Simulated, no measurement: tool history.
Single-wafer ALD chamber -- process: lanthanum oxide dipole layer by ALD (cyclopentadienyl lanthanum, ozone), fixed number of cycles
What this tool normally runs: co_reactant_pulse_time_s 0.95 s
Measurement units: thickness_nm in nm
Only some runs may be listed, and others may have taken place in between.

run    hour  co_reactant_pulse_time_s  read-back reference wafer on the same gauge, thickness_nm  thickness_nm
  1       0                      0.95                                                      0.467         0.484
  2    41.7                      0.95                                                      0.467         0.482
  3     117                      0.95                                                      0.469         0.483
  4   170.3                      0.95                                                      0.469         0.486
  5   242.7                      0.95                                                      0.469         0.488
  6     350                      0.95                                                      0.471         0.488
  7   440.2                      0.95                                                      0.472         0.489
  8   545.1                      0.95                                                      0.473         0.492
      577.7  -- ozone generator serviced
  9   631.6                      0.95                                                      0.475         0.494
 10   687.4                      0.95                                                      0.475         0.492
 11   757.9                      0.95                                                      0.476         0.494
 12   808.9                      1.18                                                      0.476         0.531
 13   884.4                      0.73                                                      0.478         0.432
 14   952.6                       0.8                                                      0.478         0.456
 15   990.9                      0.95                                                      0.479         0.495
 16  1084.9                      0.95                                                       0.48           0.5
     1142.3  -- thermocouple changed; heater temperature recalibrated
 17  1153.7                      0.67                                                      0.481         0.408
     1166.7  -- gauge calibrated
     1230.5  -- showerhead replaced
 18  1241.8                      1.16                                                      0.462         0.514
 19  1298.1                      0.95                                                      0.462         0.478
     1355.3  -- ozone generator serviced
 20    1397                      0.76                                                      0.464         0.431
 21  1502.6                      0.61                                                      0.465         0.362
 22  1561.1                      0.66                                                      0.465         0.389
 23  1599.9                       1.3                                                      0.466         0.537

Predict each of these 5 candidate next runs independently; none follows another, all start after run 23:
  A  1600.3                       1.2                                                          ?             ?
  B  1600.3                      1.12                                                          ?             ?
  C  1600.3                      1.24                                                          ?             ?
  D  1600.3                      0.64                                                          ?             ?
  E  1600.3                      0.68                                                          ?             ?

run  read-back reference wafer on the same gauge, thickness_nm  thickness_nm
  A                                                      0.467         0.527
  B                                                      0.467         0.516
  C                                                      0.467         0.531
  D                                                      0.467         0.381
  E                                                      0.467           0.4
The same runs, with their run-to-run variation unchanged, on a tool lacking any hidden condition would have given:
run  thickness_nm
  A         0.523
  B         0.513
  C         0.527
  D         0.379
  E         0.397
